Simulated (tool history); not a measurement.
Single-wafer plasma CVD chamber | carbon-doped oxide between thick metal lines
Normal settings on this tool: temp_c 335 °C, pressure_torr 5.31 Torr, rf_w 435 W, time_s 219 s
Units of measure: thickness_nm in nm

run,hour,temp_c,pressure_torr,rf_w,time_s,wafers since the last listed run,hours since the last thermocouple change,hours since the last RF generator calibration,hours since the last manometer calibration,hours since the showerhead was replaced,hours since the gauge calibration,"read-back reference wafer on the same gauge, thickness_nm",thickness_nm
1,0,335,5.31,435,219,0,1541.5,548.9,1872.3,2603,850.7,900.279,1033.565
2,48.4,335,5.31,435,219,245,1589.9,597.3,1920.7,2651.4,899.1,900.2,1030.253
3,101.3,335,5.31,435,219,267,1642.8,650.2,1973.6,2704.3,952,900.312,1035.632
4,131.9,335,5.31,435,219,154,1673.4,680.8,2004.2,2734.9,982.6,899.888,1025.017
5,192.5,335,5.99,435,219,306,1734,741.4,2064.8,2795.5,1043.2,900.817,1048.603
6,230.4,335,5.31,380,209,191,1771.9,779.3,2102.7,2833.4,1081.1,900.013,925.693
7,289.4,335,5.31,380,209,298,1830.9,838.3,2161.7,2892.4,1140.1,900.348,924.989
# hour 306.4: gauge calibrated
8,313.6,330,5.31,435,219,122,1855.1,862.5,2185.9,2916.6,7.2,900.023,1047.808
9,366.1,330,5.31,435,219,265,1907.6,915,2238.4,2969.1,59.7,899.069,1040.012
# hour 414.7: showerhead replaced
10,433.7,329,6.34,395,189,301,1975.2,982.6,2306,19,127.3,899.661,877.611
# hour 447.8: capacitance manometer re-zeroed and calibrated
11,503.6,343,5.7,435,189,313,2045.1,1052.5,55.8,88.9,197.2,899.899,864.469
12,537.6,320,6.64,365,261,172,2079.1,1086.5,89.8,122.9,231.2,899.894,1214.132
# hour 551.4: thermocouple changed; heater temperature recalibrated
# hour 587: RF generator calibrated
13,609.5,349,4.13,435,260,283,58.1,22.5,161.7,194.8,303.1,900.501,1183.236
14,636.9,340,6.26,365,248,138,85.5,49.9,189.1,222.2,330.5,899.693,1106.979

Forecast run 15:
15,699.2,335,6.53,435,219,315,147.8,112.2,251.4,284.5,392.8,?,?

{"run 15": {"read-back reference wafer on the same gauge, thickness_nm": 899.275, "thickness_nm": 1070.766}}
Without the tool's hidden state the same run would have given thickness_nm 1082.85 nm.
